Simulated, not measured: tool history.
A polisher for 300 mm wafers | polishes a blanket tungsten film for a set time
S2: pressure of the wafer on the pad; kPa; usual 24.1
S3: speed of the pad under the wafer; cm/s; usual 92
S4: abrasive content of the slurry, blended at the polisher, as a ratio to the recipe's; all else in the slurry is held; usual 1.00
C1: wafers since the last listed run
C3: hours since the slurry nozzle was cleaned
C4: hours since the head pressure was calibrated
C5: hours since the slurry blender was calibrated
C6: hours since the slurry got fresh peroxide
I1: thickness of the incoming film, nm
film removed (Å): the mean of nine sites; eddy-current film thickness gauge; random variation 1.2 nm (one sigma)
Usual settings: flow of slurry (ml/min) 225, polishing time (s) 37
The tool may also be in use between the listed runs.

{"run": 1, "day": 0.0, "flow of slurry (ml/min)": 225, "S2": 25.5, "S3": 92, "S4": 1.0, "polishing time (s)": 46, "C1": 0, "wafers polished on this pad": 871, "C3": 290.3, "C4": 445.4, "C5": 298.5, "C6": 115.5, "I1": 1346.1, "film removed (Å)": 2233}
{"run": 2, "day": 0.658, "flow of slurry (ml/min)": 225, "S2": 24.1, "S3": 92, "S4": 1.0, "polishing time (s)": 37, "C1": 161, "wafers polished on this pad": 1032, "C3": 306.1, "C4": 461.2, "C5": 314.3, "C6": 131.3, "I1": 1355.2, "film removed (Å)": 1686}
{"day": 1.054, "done": "slurry blender recalibrated"}
{"run": 3, "day": 1.1, "flow of slurry (ml/min)": 225, "S2": 24.1, "S3": 92, "S4": 1.0, "polishing time (s)": 37, "C1": 87, "wafers polished on this pad": 1120, "C3": 316.7, "C4": 471.8, "C5": 1.1, "C6": 141.9, "I1": 1350.7, "film removed (Å)": 1665}
{"run": 4, "day": 1.596, "flow of slurry (ml/min)": 225, "S2": 24.1, "S3": 92, "S4": 1.0, "polishing time (s)": 37, "C1": 121, "wafers polished on this pad": 1241, "C3": 328.6, "C4": 483.7, "C5": 13.0, "C6": 153.8, "I1": 1324.8, "film removed (Å)": 1658}
{"day": 1.958, "done": "worn pad replaced by a new one"}
{"run": 5, "day": 2.012, "flow of slurry (ml/min)": 225, "S2": 24.1, "S3": 92, "S4": 0.85, "polishing time (s)": 37, "C1": 61, "wafers polished on this pad": 13, "C3": 338.6, "C4": 493.7, "C5": 23.0, "C6": 163.8, "I1": 1354.6, "film removed (Å)": 1595}
{"day": 2.138, "done": "slurry tank refilled with fresh slurry and peroxide"}
{"run": 6, "day": 2.354, "flow of slurry (ml/min)": 225, "S2": 24.1, "S3": 92, "S4": 0.85, "polishing time (s)": 37, "C1": 73, "wafers polished on this pad": 86, "C3": 346.8, "C4": 501.9, "C5": 31.2, "C6": 5.2, "I1": 1344.5, "film removed (Å)": 1591}
{"run": 7, "day": 2.758, "flow of slurry (ml/min)": 225, "S2": 24.1, "S3": 92, "S4": 1.0, "polishing time (s)": 37, "C1": 99, "wafers polished on this pad": 185, "C3": 356.5, "C4": 511.6, "C5": 40.9, "C6": 14.9, "I1": 1370.3, "film removed (Å)": 1624}
{"run": 8, "day": 3.112, "flow of slurry (ml/min)": 280, "S2": 24.1, "S3": 112, "S4": 1.0, "polishing time (s)": 40, "C1": 86, "wafers polished on this pad": 272, "C3": 365.0, "C4": 520.1, "C5": 49.4, "C6": 23.4, "I1": 1343.2, "film removed (Å)": 2185}
{"run": 9, "day": 3.492, "flow of slurry (ml/min)": 225, "S2": 24.1, "S3": 92, "S4": 1.0, "polishing time (s)": 41, "C1": 92, "wafers polished on this pad": 365, "C3": 374.1, "C4": 529.2, "C5": 58.5, "C6": 32.5, "I1": 1355.8, "film removed (Å)": 1793}
{"run": 10, "day": 3.808, "flow of slurry (ml/min)": 225, "S2": 15.9, "S3": 92, "S4": 1.0, "polishing time (s)": 37, "C1": 77, "wafers polished on this pad": 443, "C3": 381.7, "C4": 536.8, "C5": 66.1, "C6": 40.1, "I1": 1366.9, "film removed (Å)": 1060}
{"day": 4.05, "done": "head pressure recalibrated"}
{"run": 11, "day": 4.079, "flow of slurry (ml/min)": 225, "S2": 17.9, "S3": 92, "S4": 0.75, "polishing time (s)": 37, "C1": 45, "wafers polished on this pad": 489, "C3": 388.2, "C4": 0.7, "C5": 72.6, "C6": 46.6, "I1": 1365.3, "film removed (Å)": 1158}
{"day": 4.442, "done": "slurry blender recalibrated, repeated, since the last time left the tool worse"}
{"run": 12, "day": 4.696, "flow of slurry (ml/min)": 205, "S2": 31.7, "S3": 74, "S4": 1.0, "polishing time (s)": 37, "C1": 130, "wafers polished on this pad": 619, "C3": 403.0, "C4": 15.5, "C5": 6.1, "C6": 61.4, "I1": 1344.6, "film removed (Å)": 1847}
{"day": 4.808, "done": "slurry nozzle cleaned"}
{"run": 13, "day": 6.712, "flow of slurry (ml/min)": 225, "S2": 24.1, "S3": 92, "S4": 0.85, "polishing time (s)": 37, "C1": 483, "wafers polished on this pad": 1103, "C3": 45.7, "C4": 63.9, "C5": 54.5, "C6": 109.8, "I1": 1333.5, "film removed (Å)": 1689}
{"day": 7.258, "done": "worn pad replaced by a new one"}
{"run": 14, "day": 7.279, "flow of slurry (ml/min)": 225, "S2": 24.1, "S3": 92, "S4": 1.0, "polishing time (s)": 37, "C1": 98, "wafers polished on this pad": 5, "C3": 59.3, "C4": 77.5, "C5": 68.1, "C6": 123.4, "I1": 1378.9, "film removed (Å)": 1754}
{"run": 15, "day": 7.679, "flow of slurry (ml/min)": 225, "S2": 24.1, "S3": 106, "S4": 1.0, "polishing time (s)": 29, "C1": 98, "wafers polished on this pad": 103, "C3": 68.9, "C4": 87.1, "C5": 77.7, "C6": 133.0, "I1": 1350.6, "film removed (Å)": 1573}

Run 16 comes next. What will it give?
{"run": 16, "day": 8.338, "flow of slurry (ml/min)": 225, "S2": 24.1, "S3": 92, "S4": 1.0, "polishing time (s)": 37, "C1": 161, "wafers polished on this pad": 264, "C3": 84.7, "C4": 102.9, "C5": 93.5, "C6": 148.8, "I1": 1364.6, "film removed (Å)": "?"}

Run 16 gave film removed (Å) 1738.
Without the tool's hidden state the same run would have given film removed (Å) 1779.
